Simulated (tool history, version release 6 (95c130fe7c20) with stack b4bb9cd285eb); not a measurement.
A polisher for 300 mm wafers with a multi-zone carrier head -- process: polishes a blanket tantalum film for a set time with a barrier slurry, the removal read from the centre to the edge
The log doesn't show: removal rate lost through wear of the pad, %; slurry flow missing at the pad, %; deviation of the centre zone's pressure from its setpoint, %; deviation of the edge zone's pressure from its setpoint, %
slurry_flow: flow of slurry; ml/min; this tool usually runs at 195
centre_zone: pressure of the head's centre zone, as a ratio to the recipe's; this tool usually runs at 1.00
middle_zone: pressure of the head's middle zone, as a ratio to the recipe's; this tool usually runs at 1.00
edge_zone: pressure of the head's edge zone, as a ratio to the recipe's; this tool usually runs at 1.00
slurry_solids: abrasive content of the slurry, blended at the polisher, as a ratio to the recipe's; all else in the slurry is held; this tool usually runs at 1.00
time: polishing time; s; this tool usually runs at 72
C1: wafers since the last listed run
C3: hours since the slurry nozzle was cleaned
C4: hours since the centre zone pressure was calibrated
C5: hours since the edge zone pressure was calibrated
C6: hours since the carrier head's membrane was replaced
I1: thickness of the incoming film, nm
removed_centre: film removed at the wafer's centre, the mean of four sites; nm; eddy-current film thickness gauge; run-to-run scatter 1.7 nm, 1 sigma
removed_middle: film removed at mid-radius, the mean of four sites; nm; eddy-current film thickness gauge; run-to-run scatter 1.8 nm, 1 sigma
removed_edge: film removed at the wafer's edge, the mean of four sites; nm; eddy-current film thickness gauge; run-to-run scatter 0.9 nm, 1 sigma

run 1 hour=0.0 | slurry_flow=195 centre_zone=1.00 middle_zone=1.00 edge_zone=1.00 slurry_solids=1.00 time=72 | C1=0 wafers_polished_on_this_pad=841 C3=91.7 C4=418.5 C5=459.7 C6=0.7 | I1=392.6 | removed_centre=119.7 removed_middle=125.5 removed_edge=130.6
run 2 hour=38.9 | slurry_flow=195 centre_zone=1.00 middle_zone=1.00 edge_zone=1.00 slurry_solids=1.00 time=72 | C1=201 wafers_polished_on_this_pad=1043 C3=130.6 C4=457.4 C5=498.6 C6=39.6 | I1=393.3 | removed_centre=123.0 removed_middle=127.4 removed_edge=128.8
run 3 hour=88.1 | slurry_flow=220 centre_zone=1.00 middle_zone=1.00 edge_zone=1.00 slurry_solids=1.00 time=72 | C1=255 wafers_polished_on_this_pad=1299 C3=179.8 C4=506.6 C5=547.8 C6=88.8 | I1=381.7 | removed_centre=119.9 removed_middle=126.0 removed_edge=129.6
run 4 hour=129.0 | slurry_flow=195 centre_zone=1.00 middle_zone=1.00 edge_zone=1.00 slurry_solids=1.00 time=72 | C1=212 wafers_polished_on_this_pad=1511 C3=220.7 C4=547.5 C5=588.7 C6=129.7 | I1=384.7 | removed_centre=115.7 removed_middle=125.4 removed_edge=126.3
run 5 hour=194.7 | slurry_flow=195 centre_zone=1.00 middle_zone=0.96 edge_zone=1.00 slurry_solids=1.00 time=72 | C1=341 wafers_polished_on_this_pad=1852 C3=286.4 C4=613.2 C5=654.4 C6=195.4 | I1=392.1 | removed_centre=116.0 removed_middle=119.2 removed_edge=124.3
run 6 hour=234.5 | slurry_flow=195 centre_zone=1.00 middle_zone=1.00 edge_zone=1.00 slurry_solids=0.90 time=72 | C1=206 wafers_polished_on_this_pad=2059 C3=326.2 C4=653.0 C5=694.2 C6=235.2 | I1=388.6 | removed_centre=112.2 removed_middle=116.6 removed_edge=122.1
-- hour=296.4 worn pad replaced by a new one
run 7 hour=296.8 | slurry_flow=195 centre_zone=1.00 middle_zone=1.00 edge_zone=0.88 slurry_solids=1.00 time=72 | C1=302 wafers_polished_on_this_pad=2 C3=388.5 C4=715.3 C5=756.5 C6=297.5 | I1=383.7 | removed_centre=120.0 removed_middle=127.1 removed_edge=126.3
-- hour=302.1 centre zone pressure recalibrated
run 8 hour=345.5 | slurry_flow=225 centre_zone=1.00 middle_zone=1.07 edge_zone=1.11 slurry_solids=1.00 time=72 | C1=242 wafers_polished_on_this_pad=244 C3=437.2 C4=43.4 C5=805.2 C6=346.2 | I1=385.9 | removed_centre=130.0 removed_middle=137.4 removed_edge=137.4
run 9 hour=376.0 | slurry_flow=230 centre_zone=0.91 middle_zone=1.00 edge_zone=1.00 slurry_solids=1.00 time=50 | C1=158 wafers_polished_on_this_pad=402 C3=467.7 C4=73.9 C5=835.7 C6=376.7 | I1=397.0 | removed_centre=81.3 removed_middle=87.2 removed_edge=92.2
run 10 hour=431.8 | slurry_flow=225 centre_zone=0.97 middle_zone=1.05 edge_zone=1.00 slurry_solids=0.70 time=72 | C1=289 wafers_polished_on_this_pad=692 C3=523.5 C4=129.7 C5=891.5 C6=432.5 | I1=388.8 | removed_centre=116.9 removed_middle=123.1 removed_edge=124.9
-- hour=452.6 slurry nozzle cleaned
run 11 hour=483.5 | slurry_flow=195 centre_zone=1.00 middle_zone=1.00 edge_zone=1.00 slurry_solids=1.00 time=72 | C1=263 wafers_polished_on_this_pad=955 C3=30.9 C4=181.4 C5=943.2 C6=484.2 | I1=389.8 | removed_centre=125.4 removed_middle=124.5 removed_edge=129.7
run 12 hour=543.7 | slurry_flow=195 centre_zone=1.00 middle_zone=1.00 edge_zone=1.00 slurry_solids=1.15 time=72 | C1=312 wafers_polished_on_this_pad=1268 C3=91.1 C4=241.6 C5=1003.4 C6=544.4 | I1=389.5 | removed_centre=126.3 removed_middle=130.5 removed_edge=131.9
run 13 hour=628.1 | slurry_flow=195 centre_zone=0.94 middle_zone=0.92 edge_zone=1.00 slurry_solids=1.25 time=91 | C1=438 wafers_polished_on_this_pad=1706 C3=175.5 C4=326.0 C5=1087.8 C6=628.8 | I1=391.2 | removed_centre=149.3 removed_middle=147.6 removed_edge=166.2
-- hour=672.4 worn pad replaced by a new one
run 14 hour=682.1 | slurry_flow=195 centre_zone=1.08 middle_zone=1.00 edge_zone=1.00 slurry_solids=0.80 time=60 | C1=259 wafers_polished_on_this_pad=50 C3=229.5 C4=380.0 C5=1141.8 C6=682.8 | I1=384.2 | removed_centre=107.9 removed_middle=101.4 removed_edge=103.8
run 15 hour=718.8 | slurry_flow=195 centre_zone=1.00 middle_zone=0.97 edge_zone=1.00 slurry_solids=0.85 time=92 | C1=190 wafers_polished_on_this_pad=240 C3=266.2 C4=416.7 C5=1178.5 C6=719.5 | I1=393.2 | removed_centre=151.1 removed_middle=155.9 removed_edge=160.6
run 16 hour=746.0 | slurry_flow=195 centre_zone=1.00 middle_zone=1.00 edge_zone=1.00 slurry_solids=1.00 time=72 | C1=141 wafers_polished_on_this_pad=381 C3=293.4 C4=443.9 C5=1205.7 C6=746.7 | I1=391.3 | removed_centre=121.9 removed_middle=125.6 removed_edge=128.5
run 17 hour=812.3 | slurry_flow=165 centre_zone=1.11 middle_zone=1.00 edge_zone=1.09 slurry_solids=1.15 time=72 | C1=344 wafers_polished_on_this_pad=725 C3=359.7 C4=510.2 C5=1272.0 C6=813.0 | I1=389.3 | removed_centre=135.0 removed_middle=126.0 removed_edge=134.1
run 18 hour=838.8 | slurry_flow=195 centre_zone=0.94 middle_zone=1.00 edge_zone=1.00 slurry_solids=1.00 time=72 | C1=137 wafers_polished_on_this_pad=863 C3=386.2 C4=536.7 C5=1298.5 C6=839.5 | I1=390.9 | removed_centre=113.4 removed_middle=127.4 removed_edge=128.3
run 19 hour=896.2 | slurry_flow=260 centre_zone=1.08 middle_zone=1.00 edge_zone=1.00 slurry_solids=1.25 time=72 | C1=297 wafers_polished_on_this_pad=1161 C3=443.6 C4=594.1 C5=1355.9 C6=896.9 | I1=387.8 | removed_centre=137.0 removed_middle=134.0 removed_edge=136.0
-- hour=905.0 slurry nozzle cleaned
-- hour=922.4 edge zone pressure recalibrated
run 20 hour=937.7 | slurry_flow=195 centre_zone=0.93 middle_zone=1.09 edge_zone=0.89 slurry_solids=1.00 time=72 | C1=199 wafers_polished_on_this_pad=1361 C3=32.7 C4=635.6 C5=15.3 C6=938.4 | I1=390.6 | removed_centre=111.6 removed_middle=132.5 removed_edge=121.3
run 21 hour=968.0 | slurry_flow=175 centre_zone=1.00 middle_zone=1.00 edge_zone=1.00 slurry_solids=1.00 time=72 | C1=157 wafers_polished_on_this_pad=1518 C3=63.0 C4=665.9 C5=45.6 C6=968.7 | I1=393.9 | removed_centre=113.6 removed_middle=117.2 removed_edge=125.1
run 22 hour=993.7 | slurry_flow=195 centre_zone=1.00 middle_zone=1.00 edge_zone=0.89 slurry_solids=1.00 time=72 | C1=133 wafers_polished_on_this_pad=1651 C3=88.7 C4=691.6 C5=71.3 C6=994.4 | I1=396.8 | removed_centre=116.4 removed_middle=120.8 removed_edge=119.9

Entry by entry between the runs, the difference in hidden state between the last listed run before and the first listed run after:
Runs 6 to 7: worn pad replaced by a new one (hour 296.4)
  removal rate lost through wear of the pad, %: 5.89 -> 0.211; deviation of the centre zone's pressure from its setpoint, %: -5.59 -> -6.07
  measured value less the no-hidden-state value, removed_centre: -14.1 -> -8.1 nm; removed_middle: -7.2 -> -0.2 nm; removed_edge: -7.7 -> -0.3 nm
Runs 7 to 8: centre zone pressure recalibrated (hour 302.1)
  removal rate lost through wear of the pad, %: 0.211 -> 0.291; deviation of the centre zone's pressure from its setpoint, %: -6.07 -> -0.668
  measured value less the no-hidden-state value, removed_centre: -8.1 -> -1.2 nm; removed_middle: -0.2 -> -0.4 nm; removed_edge: -0.3 -> -0.4 nm
Runs 10 to 11: slurry nozzle cleaned (hour 452.6)
  removal rate lost through wear of the pad, %: 0.817 -> 1.37; deviation of the centre zone's pressure from its setpoint, %: -1.33 -> -1.72
  measured value less the no-hidden-state value, removed_centre: -2.5 -> -3.9 nm; removed_middle: -1.0 -> -1.7 nm; removed_edge: -1.0 -> -1.8 nm
Runs 13 to 14: worn pad replaced by a new one (hour 672.4)
  removal rate lost through wear of the pad, %: 3.85 -> 1.06; deviation of the centre zone's pressure from its setpoint, %: -2.82 -> -3.23
  measured value less the no-hidden-state value, removed_centre: -10.5 -> -4.8 nm; removed_middle: -5.9 -> -1.1 nm; removed_edge: -6.6 -> -1.1 nm
Runs 19 to 20: slurry nozzle cleaned (hour 905.0); edge zone pressure recalibrated (hour 922.4)
  removal rate lost through wear of the pad, %: 2.72 -> 3.39; deviation of the centre zone's pressure from its setpoint, %: -4.86 -> -5.18
  measured value less the no-hidden-state value, removed_centre: -11.0 -> -10.3 nm; removed_middle: -3.7 -> -4.6 nm; removed_edge: -3.8 -> -4.2 nm

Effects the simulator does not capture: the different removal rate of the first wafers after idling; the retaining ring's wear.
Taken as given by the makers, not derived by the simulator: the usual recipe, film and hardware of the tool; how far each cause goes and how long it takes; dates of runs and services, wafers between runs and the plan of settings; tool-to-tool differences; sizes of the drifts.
